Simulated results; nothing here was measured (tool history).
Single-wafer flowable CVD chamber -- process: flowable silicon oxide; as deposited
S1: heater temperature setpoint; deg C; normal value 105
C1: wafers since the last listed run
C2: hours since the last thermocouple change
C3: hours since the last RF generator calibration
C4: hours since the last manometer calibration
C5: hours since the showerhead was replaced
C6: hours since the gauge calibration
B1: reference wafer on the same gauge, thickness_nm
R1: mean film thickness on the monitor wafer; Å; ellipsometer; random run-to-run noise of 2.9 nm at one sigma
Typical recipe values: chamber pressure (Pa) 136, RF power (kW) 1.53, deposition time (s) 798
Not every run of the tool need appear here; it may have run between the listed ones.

run 1 day=0 | S1=105 chamber_pressure_(Pa)=136 RF_power_(kW)=1.53 deposition_time_(s)=798 | C1=0 C2=1323.6 C3=511.8 C4=1592.2 C5=62.3 C6=546.7 | B1=531.559 | R1=4334.7
-- day=0.158 gauge calibrated
run 2 day=1.067 | S1=105 chamber_pressure_(Pa)=136 RF_power_(kW)=1.53 deposition_time_(s)=798 | C1=86 C2=1349.2 C3=537.4 C4=1617.8 C5=87.9 C6=21.8 | B1=531.92 | R1=4255.6
run 3 day=1.6 | S1=113 chamber_pressure_(Pa)=136 RF_power_(kW)=1.53 deposition_time_(s)=765 | C1=43 C2=1362 C3=550.2 C4=1630.6 C5=100.7 C6=34.6 | B1=531.722 | R1=3176.51
run 4 day=2.725 | S1=113 chamber_pressure_(Pa)=136 RF_power_(kW)=1.53 deposition_time_(s)=765 | C1=91 C2=1389 C3=577.2 C4=1657.6 C5=127.7 C6=61.6 | B1=532.415 | R1=3151.39
run 5 day=3.238 | S1=105 chamber_pressure_(Pa)=136 RF_power_(kW)=1.53 deposition_time_(s)=798 | C1=41 C2=1401.3 C3=589.5 C4=1669.9 C5=140 C6=73.9 | B1=531.737 | R1=4198.95
run 6 day=4.208 | S1=105 chamber_pressure_(Pa)=136 RF_power_(kW)=1.53 deposition_time_(s)=798 | C1=78 C2=1424.6 C3=612.8 C4=1693.2 C5=163.3 C6=97.2 | B1=531.619 | R1=4183.29
-- day=4.588 capacitance manometer re-zeroed and calibrated
run 7 day=5.188 | S1=105 chamber_pressure_(Pa)=136 RF_power_(kW)=1.53 deposition_time_(s)=798 | C1=52 C2=1448.1 C3=636.3 C4=14.4 C5=186.8 C6=120.7 | B1=533.017 | R1=4579.23
run 8 day=5.817 | S1=113 chamber_pressure_(Pa)=145 RF_power_(kW)=1.615 deposition_time_(s)=867 | C1=51 C2=1463.2 C3=651.4 C4=29.5 C5=201.9 C6=135.8 | B1=532.283 | R1=4222.55
run 9 day=6.688 | S1=105 chamber_pressure_(Pa)=136 RF_power_(kW)=1.74 deposition_time_(s)=690 | C1=70 C2=1484.1 C3=672.3 C4=50.4 C5=222.8 C6=156.7 | B1=531.539 | R1=4149.9
run 10 day=7.321 | S1=105 chamber_pressure_(Pa)=112 RF_power_(kW)=1.53 deposition_time_(s)=798 | C1=51 C2=1499.3 C3=687.5 C4=65.6 C5=238 C6=171.9 | B1=532.453 | R1=3777.72
-- day=8.833 thermocouple changed; heater temperature recalibrated
run 11 day=8.854 | S1=117 chamber_pressure_(Pa)=103 RF_power_(kW)=1.38 deposition_time_(s)=901 | C1=97 C2=0.5 C3=724.3 C4=102.4 C5=274.8 C6=208.7 | B1=531.968 | R1=2712.48
run 12 day=9.354 | S1=100 chamber_pressure_(Pa)=111 RF_power_(kW)=1.295 deposition_time_(s)=855 | C1=40 C2=12.5 C3=736.3 C4=114.4 C5=286.8 C6=220.7 | B1=532.827 | R1=4692.76
run 13 day=10.704 | S1=105 chamber_pressure_(Pa)=112 RF_power_(kW)=1.53 deposition_time_(s)=798 | C1=109 C2=44.9 C3=768.7 C4=146.8 C5=319.2 C6=253.1 | B1=531.496 | R1=4025.28
-- day=11.575 RF generator calibrated
run 14 day=11.95 | S1=96 chamber_pressure_(Pa)=136 RF_power_(kW)=1.25 deposition_time_(s)=798 | C1=74 C2=74.8 C3=9 C4=176.7 C5=349.1 C6=283 | B1=531.908 | R1=6005.28
run 15 day=12.788 | S1=101 chamber_pressure_(Pa)=136 RF_power_(kW)=1.24 deposition_time_(s)=839 | C1=68 C2=94.9 C3=29.1 C4=196.8 C5=369.2 C6=303.1 | B1=532.14 | R1=5332.35
run 16 day=13.467 | S1=98 chamber_pressure_(Pa)=109 RF_power_(kW)=1.745 deposition_time_(s)=722 | C1=55 C2=111.2 C3=45.4 C4=213.1 C5=385.5 C6=319.4 | B1=532.302 | R1=4647.45
run 17 day=14.129 | S1=105 chamber_pressure_(Pa)=117 RF_power_(kW)=1.53 deposition_time_(s)=895 | C1=53 C2=127.1 C3=61.3 C4=229 C5=401.4 C6=335.3 | B1=532.684 | R1=4694.45
run 18 day=14.967 | S1=99 chamber_pressure_(Pa)=136 RF_power_(kW)=1.73 deposition_time_(s)=798 | C1=68 C2=147.2 C3=81.4 C4=249.1 C5=421.5 C6=355.4 | B1=531.808 | R1=6112.85
run 19 day=17.871 | S1=105 chamber_pressure_(Pa)=104 RF_power_(kW)=1.34 deposition_time_(s)=798 | C1=236 C2=216.9 C3=151.1 C4=318.8 C5=491.2 C6=425.1 | B1=532.213 | R1=3506.24
run 20 day=19.054 | S1=105 chamber_pressure_(Pa)=136 RF_power_(kW)=1.53 deposition_time_(s)=798 | C1=96 C2=245.3 C3=179.5 C4=347.2 C5=519.6 C6=453.5 | B1=531.91 | R1=4787.07
run 21 day=20.046 | S1=117 chamber_pressure_(Pa)=120 RF_power_(kW)=1.53 deposition_time_(s)=798 | C1=80 C2=269.1 C3=203.3 C4=371 C5=543.4 C6=477.3 | B1=531.511 | R1=2920.58
run 22 day=21.225 | S1=105 chamber_pressure_(Pa)=136 RF_power_(kW)=1.53 deposition_time_(s)=798 | C1=95 C2=297.4 C3=231.6 C4=399.3 C5=571.7 C6=505.6 | B1=532.003 | R1=4834.1
run 23 day=22.046 | S1=105 chamber_pressure_(Pa)=136 RF_power_(kW)=1.53 deposition_time_(s)=894 | C1=66 C2=317.1 C3=251.3 C4=419 C5=591.4 C6=525.3 | B1=531.018 | R1=5380.1
run 24 day=23.333 | S1=105 chamber_pressure_(Pa)=136 RF_power_(kW)=1.53 deposition_time_(s)=798 | C1=104 C2=348 C3=282.2 C4=449.9 C5=622.3 C6=556.2 | B1=531.401 | R1=4851.61
run 25 day=23.933 | S1=101 chamber_pressure_(Pa)=136 RF_power_(kW)=1.785 deposition_time_(s)=647 | C1=48 C2=362.4 C3=296.6 C4=464.3 C5=636.7 C6=570.6 | B1=532.935 | R1=4637.11
-- day=24.4 gauge calibrated
run 26 day=25.196 | S1=105 chamber_pressure_(Pa)=111 RF_power_(kW)=1.78 deposition_time_(s)=650 | C1=102 C2=392.7 C3=326.9 C4=494.6 C5=667 C6=19.1 | B1=532.187 | R1=3354.38
run 27 day=29.338 | S1=99 chamber_pressure_(Pa)=136 RF_power_(kW)=1.245 deposition_time_(s)=838 | C1=336 C2=492.1 C3=426.3 C4=594 C5=766.4 C6=118.5 | B1=532.084 | R1=5668.02

Subtracting, for every run, the result it would have given without the tool's unlogged condition from the measured result gives the following. The same run-to-run variation enters both numbers; the gauge's scatter may not:
Unlogged tool condition in this case: wafer temperature above the value expected at the setpoint (K); delivered RF power above the setpoint (%); true pressure above the setpoint (%); gauge reads high (%).
run=1 R1=-619.05
run=2 R1=-630.8
run=3 R1=-467.07
run=4 R1=-481.5
run=5 R1=-670.32
run=6 R1=-689.9
run=7 R1=-260.37
run=8 R1=-229.89
run=9 R1=-248.7
run=10 R1=-230.5
run=11 R1=-4.85
run=12 R1=-12.57
run=13 R1=-11.39
run=14 R1=-20.26
run=15 R1=-21.12
run=16 R1=-17.49
run=17 R1=-20.87
run=18 R1=-28.71
run=19 R1=-23.91
run=20 R1=-37.76
run=21 R1=-23.41
run=22 R1=-48.09
run=23 R1=-58.18
run=24 R1=-59.52
run=25 R1=-61.28
run=26 R1=-49.41
run=27 R1=-114.73

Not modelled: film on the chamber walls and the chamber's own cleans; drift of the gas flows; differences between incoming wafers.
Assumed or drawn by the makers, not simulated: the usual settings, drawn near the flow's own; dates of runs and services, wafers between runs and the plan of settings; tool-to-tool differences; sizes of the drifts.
